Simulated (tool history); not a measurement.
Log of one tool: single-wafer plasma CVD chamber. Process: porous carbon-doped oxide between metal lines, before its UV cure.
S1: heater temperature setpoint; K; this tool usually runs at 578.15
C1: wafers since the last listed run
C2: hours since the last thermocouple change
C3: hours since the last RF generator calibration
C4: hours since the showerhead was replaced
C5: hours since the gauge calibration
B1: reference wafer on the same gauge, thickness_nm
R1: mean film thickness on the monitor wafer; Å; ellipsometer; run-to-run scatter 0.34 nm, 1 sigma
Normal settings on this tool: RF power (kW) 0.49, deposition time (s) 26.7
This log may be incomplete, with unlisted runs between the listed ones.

Run 1, hour 0: usual settings; C1 0; C2 363.9; C3 407.2; C4 5262.5; C5 134.8; B1 112.842. Result: R1 1281.14 Å.
Run 2, hour 44.2: usual settings but RF power (kW) 0.42, deposition time (s) 29.7; C1 1234; C2 408.1; C3 451.4; C4 5306.7; C5 179; B1 112.921. Result: R1 1281.27 Å.
Run 3, hour 96.9: usual settings but RF power (kW) 0.42, deposition time (s) 29.7; C1 1472; C2 460.8; C3 504.1; C4 5359.4; C5 231.7; B1 112.937. Result: R1 1276.99 Å.
Run 4, hour 157.5: usual settings; C1 1693; C2 521.4; C3 564.7; C4 5420; C5 292.3; B1 113.059. Result: R1 1271.64 Å.
Run 5, hour 182.2: usual settings; C1 690; C2 546.1; C3 589.4; C4 5444.7; C5 317; B1 112.93. Result: R1 1272.3 Å.
Run 6, hour 238.1: usual settings; C1 1561; C2 602; C3 645.3; C4 5500.6; C5 372.9; B1 112.89. Result: R1 1275.72 Å.
Run 7, hour 266.2: usual settings; C1 785; C2 630.1; C3 673.4; C4 5528.7; C5 401; B1 112.967. Result: R1 1272.64 Å.
Run 8, hour 327: usual settings but deposition time (s) 29.5; C1 1698; C2 690.9; C3 734.2; C4 5589.5; C5 461.8; B1 113.047. Result: R1 1409.16 Å.
Run 9, hour 369.2: usual settings but deposition time (s) 29.5; C1 1179; C2 733.1; C3 776.4; C4 5631.7; C5 504; B1 113.135. Result: R1 1402.48 Å.
Run 10, hour 431.7: usual settings but deposition time (s) 29.5; C1 1746; C2 795.6; C3 838.9; C4 5694.2; C5 566.5; B1 112.991. Result: R1 1400.09 Å.
Run 11, hour 491.3: usual settings; C1 1665; C2 855.2; C3 898.5; C4 5753.8; C5 626.1; B1 113.19. Result: R1 1276.41 Å.
Run 12, hour 517.6: usual settings; C1 734; C2 881.5; C3 924.8; C4 5780.1; C5 652.4; B1 113.095. Result: R1 1273.24 Å.
Run 13, hour 551.6: usual settings; C1 949; C2 915.5; C3 958.8; C4 5814.1; C5 686.4; B1 112.901. Result: R1 1271.83 Å.
Run 14, hour 597.7: usual settings; C1 1288; C2 961.6; C3 1004.9; C4 5860.2; C5 732.5; B1 112.969. Result: R1 1271.9 Å.
Run 15, hour 661.3: usual settings; C1 1776; C2 1025.2; C3 1068.5; C4 5923.8; C5 796.1; B1 113.057. Result: R1 1276.08 Å.
Run 16, hour 685.7: usual settings; C1 681; C2 1049.6; C3 1092.9; C4 5948.2; C5 820.5; B1 112.975. Result: R1 1274.87 Å.
Run 17, hour 726: usual settings but S1 582.15 K, RF power (kW) 0.46, deposition time (s) 28.1; C1 1125; C2 1089.9; C3 1133.2; C4 5988.5; C5 860.8; B1 113.121. Result: R1 1260.27 Å.
Run 18, hour 770.9: usual settings but S1 582.15 K, RF power (kW) 0.46, deposition time (s) 28.1; C1 1254; C2 1134.8; C3 1178.1; C4 6033.4; C5 905.7; B1 113.018. Result: R1 1268.62 Å.
Run 19, hour 871.9: usual settings but deposition time (s) 30.4; C1 2821; C2 1235.8; C3 1279.1; C4 6134.4; C5 1006.7; B1 112.994. Result: R1 1447.39 Å.
At hour 902.2: showerhead replaced.
At hour 973.6: RF generator calibrated.
Run 20, hour 1006.3: usual settings but S1 586.15 K, deposition time (s) 21.7; C1 3308; C2 1370.2; C3 32.7; C4 104.1; C5 1141.1; B1 112.917. Result: R1 1004.94 Å.
At hour 1019: gauge calibrated.
Run 21, hour 1057: usual settings but RF power (kW) 0.425, deposition time (s) 28.9; C1 1416; C2 1420.9; C3 83.4; C4 154.8; C5 38; B1 112.999. Result: R1 1262.57 Å.
Run 22, hour 1087.6: usual settings but S1 567.15 K, deposition time (s) 23; C1 854; C2 1451.5; C3 114; C4 185.4; C5 68.6; B1 112.904. Result: R1 1172.28 Å.
Run 23, hour 1135.2: usual settings but RF power (kW) 0.555, deposition time (s) 28.3; C1 1329; C2 1499.1; C3 161.6; C4 233; C5 116.2; B1 112.942. Result: R1 1454.44 Å.
At hour 1170.6: thermocouple changed; heater temperature recalibrated.
Run 24, hour 1171.1: usual settings but S1 588.15 K, RF power (kW) 0.45; C1 779; C2 0.5; C3 197.5; C4 268.9; C5 152.1; B1 112.918. Result: R1 1151.5 Å.
Run 25, hour 1219.1: usual settings but S1 565.15 K, RF power (kW) 0.54; C1 1341; C2 48.5; C3 245.5; C4 316.9; C5 200.1; B1 112.926. Result: R1 1447.03 Å.
Run 26, hour 1267: usual settings but S1 570.15 K, RF power (kW) 0.565, deposition time (s) 30.7; C1 1338; C2 96.4; C3 293.4; C4 364.8; C5 248; B1 112.81. Result: R1 1657.56 Å.
Run 27, hour 1424.5: usual settings but S1 564.15 K, deposition time (s) 21.9; C1 4400; C2 253.9; C3 450.9; C4 522.3; C5 405.5; B1 112.965. Result: R1 1134.35 Å.
Run 28, hour 1623.3: usual settings; C1 5554; C2 452.7; C3 649.7; C4 721.1; C5 604.3; B1 112.924. Result: R1 1274.49 Å.
Run 29, hour 1684.6: usual settings but S1 566.15 K, RF power (kW) 0.395, deposition time (s) 29.3; C1 1712; C2 514; C3 711; C4 782.4; C5 665.6; B1 112.923. Result: R1 1293.23 Å.
Run 30, hour 1741: usual settings; C1 1575; C2 570.4; C3 767.4; C4 838.8; C5 722; B1 112.967. Result: R1 1280.84 Å.
Run 31, hour 1788.4: usual settings; C1 1324; C2 617.8; C3 814.8; C4 886.2; C5 769.4; B1 113.064. Result: R1 1273.7 Å.
Run 32, hour 1821.4: usual settings but S1 565.15 K, RF power (kW) 0.535, deposition time (s) 22.5; C1 922; C2 650.8; C3 847.8; C4 919.2; C5 802.4; B1 112.942. Result: R1 1216.77 Å.

Hidden condition of the tool, last listed run before each entry between runs versus first listed run after:
After run 19, before run 20: showerhead replaced (hour 902.2); RF generator calibrated (hour 973.6)
  no hidden state differs between the two runs
After run 20, before run 21: gauge calibrated (hour 1019)
  no hidden state differs between the two runs
After run 23, before run 24: thermocouple changed; heater temperature recalibrated (hour 1170.6)
  no hidden state differs between the two runs

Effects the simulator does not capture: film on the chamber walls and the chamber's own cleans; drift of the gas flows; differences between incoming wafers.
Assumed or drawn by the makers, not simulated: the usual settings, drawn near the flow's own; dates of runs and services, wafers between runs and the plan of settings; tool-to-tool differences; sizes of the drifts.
